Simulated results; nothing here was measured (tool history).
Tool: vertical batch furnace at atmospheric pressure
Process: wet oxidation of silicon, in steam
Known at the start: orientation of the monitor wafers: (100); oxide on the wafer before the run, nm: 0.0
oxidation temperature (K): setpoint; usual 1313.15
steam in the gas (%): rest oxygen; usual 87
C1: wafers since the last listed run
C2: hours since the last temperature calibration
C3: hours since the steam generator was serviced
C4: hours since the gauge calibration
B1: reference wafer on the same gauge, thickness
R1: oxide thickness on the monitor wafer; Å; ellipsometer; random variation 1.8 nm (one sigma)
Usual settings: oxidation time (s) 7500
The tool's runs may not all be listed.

run 1 hour=0 | oxidation_temperature_(K)=1313.15 oxidation_time_(s)=7500 steam_in_the_gas_(%)=87 | C1=0 C2=3994.5 C3=2134.1 C4=216.1 | B1=863.59 | R1=7396.3
run 2 hour=24.4 | oxidation_temperature_(K)=1313.15 oxidation_time_(s)=8490 steam_in_the_gas_(%)=87 | C1=245 C2=4018.9 C3=2158.5 C4=240.5 | B1=864.81 | R1=7956.2
run 3 hour=60 | oxidation_temperature_(K)=1313.15 oxidation_time_(s)=8490 steam_in_the_gas_(%)=87 | C1=358 C2=4054.5 C3=2194.1 C4=276.1 | B1=864.91 | R1=7917.4
run 4 hour=91.3 | oxidation_temperature_(K)=1313.15 oxidation_time_(s)=10380 steam_in_the_gas_(%)=87 | C1=314 C2=4085.8 C3=2225.4 C4=307.4 | B1=864.15 | R1=8905.7
run 5 hour=114.6 | oxidation_temperature_(K)=1313.15 oxidation_time_(s)=10380 steam_in_the_gas_(%)=87 | C1=234 C2=4109.1 C3=2248.7 C4=330.7 | B1=863.34 | R1=8925.5
run 6 hour=136.5 | oxidation_temperature_(K)=1313.15 oxidation_time_(s)=7500 steam_in_the_gas_(%)=87 | C1=220 C2=4131 C3=2270.6 C4=352.6 | B1=863.86 | R1=7351
run 7 hour=166.4 | oxidation_temperature_(K)=1313.15 oxidation_time_(s)=7500 steam_in_the_gas_(%)=87 | C1=300 C2=4160.9 C3=2300.5 C4=382.5 | B1=863.85 | R1=7381.4
run 8 hour=197.3 | oxidation_temperature_(K)=1313.15 oxidation_time_(s)=5790 steam_in_the_gas_(%)=84 | C1=310 C2=4191.8 C3=2331.4 C4=413.4 | B1=864.28 | R1=6177.4
run 9 hour=224.3 | oxidation_temperature_(K)=1313.15 oxidation_time_(s)=5790 steam_in_the_gas_(%)=84 | C1=271 C2=4218.8 C3=2358.4 C4=440.4 | B1=864.45 | R1=6173.4
run 10 hour=244 | oxidation_temperature_(K)=1313.15 oxidation_time_(s)=7500 steam_in_the_gas_(%)=92 | C1=198 C2=4238.5 C3=2378.1 C4=460.1 | B1=864.91 | R1=7561.1
-- hour=276.3 thermocouples replaced and temperature profile calibrated
run 11 hour=279.4 | oxidation_temperature_(K)=1329.15 oxidation_time_(s)=7500 steam_in_the_gas_(%)=87 | C1=114 C2=3.1 C3=2413.5 C4=495.5 | B1=864.13 | R1=7906.3
-- hour=294.1 gauge calibrated
-- hour=331.5 steam generator serviced
run 12 hour=332 | oxidation_temperature_(K)=1331.15 oxidation_time_(s)=5610 steam_in_the_gas_(%)=97 | C1=287 C2=55.7 C3=0.5 C4=37.9 | B1=863.34 | R1=7464.3
run 13 hour=337.9 | oxidation_temperature_(K)=1305.15 oxidation_time_(s)=9060 steam_in_the_gas_(%)=77 | C1=59 C2=61.6 C3=6.4 C4=43.8 | B1=863.94 | R1=7638.9
run 14 hour=343.8 | oxidation_temperature_(K)=1313.15 oxidation_time_(s)=7500 steam_in_the_gas_(%)=76 | C1=59 C2=67.5 C3=12.3 C4=49.7 | B1=864.44 | R1=7046.7
run 15 hour=367.5 | oxidation_temperature_(K)=1313.15 oxidation_time_(s)=7500 steam_in_the_gas_(%)=87 | C1=238 C2=91.2 C3=36 C4=73.4 | B1=864.69 | R1=7630.7
run 16 hour=475.1 | oxidation_temperature_(K)=1302.15 oxidation_time_(s)=10080 steam_in_the_gas_(%)=81 | C1=1082 C2=198.8 C3=143.6 C4=181 | B1=864.16 | R1=8252.7
run 17 hour=534.4 | oxidation_temperature_(K)=1313.15 oxidation_time_(s)=7500 steam_in_the_gas_(%)=87 | C1=596 C2=258.1 C3=202.9 C4=240.3 | B1=864.33 | R1=7627.3
run 18 hour=548.1 | oxidation_temperature_(K)=1313.15 oxidation_time_(s)=11040 steam_in_the_gas_(%)=87 | C1=137 C2=271.8 C3=216.6 C4=254 | B1=864.01 | R1=9550.4
run 19 hour=564.9 | oxidation_temperature_(K)=1300.15 oxidation_time_(s)=7500 steam_in_the_gas_(%)=96 | C1=168 C2=288.6 C3=233.4 C4=270.8 | B1=863.74 | R1=7594.2
run 20 hour=577.4 | oxidation_temperature_(K)=1313.15 oxidation_time_(s)=9120 steam_in_the_gas_(%)=87 | C1=125 C2=301.1 C3=245.9 C4=283.3 | B1=864.23 | R1=8554.1

Measured less the same run without the tool's hidden state. The same run-to-run variation is in both; the gauge's scatter may not be:
The hidden state here: true tube temperature minus thermocouple reading, K; steam share off its setpoint, % of the setpoint; gauge reads high (%).
run=1 R1=-293
run=2 R1=-318.7
run=3 R1=-326.3
run=4 R1=-371.2
run=5 R1=-379
run=6 R1=-324.9
run=7 R1=-333.9
run=8 R1=-293
run=9 R1=-299
run=10 R1=-361.7
run=11 R1=-379.7
run=12 R1=-60.6
run=13 R1=-63.8
run=14 R1=-58.8
run=15 R1=-63.1
run=16 R1=-69.6
run=17 R1=-65.2
run=18 R1=-79.9
run=19 R1=-66.7
run=20 R1=-73.3
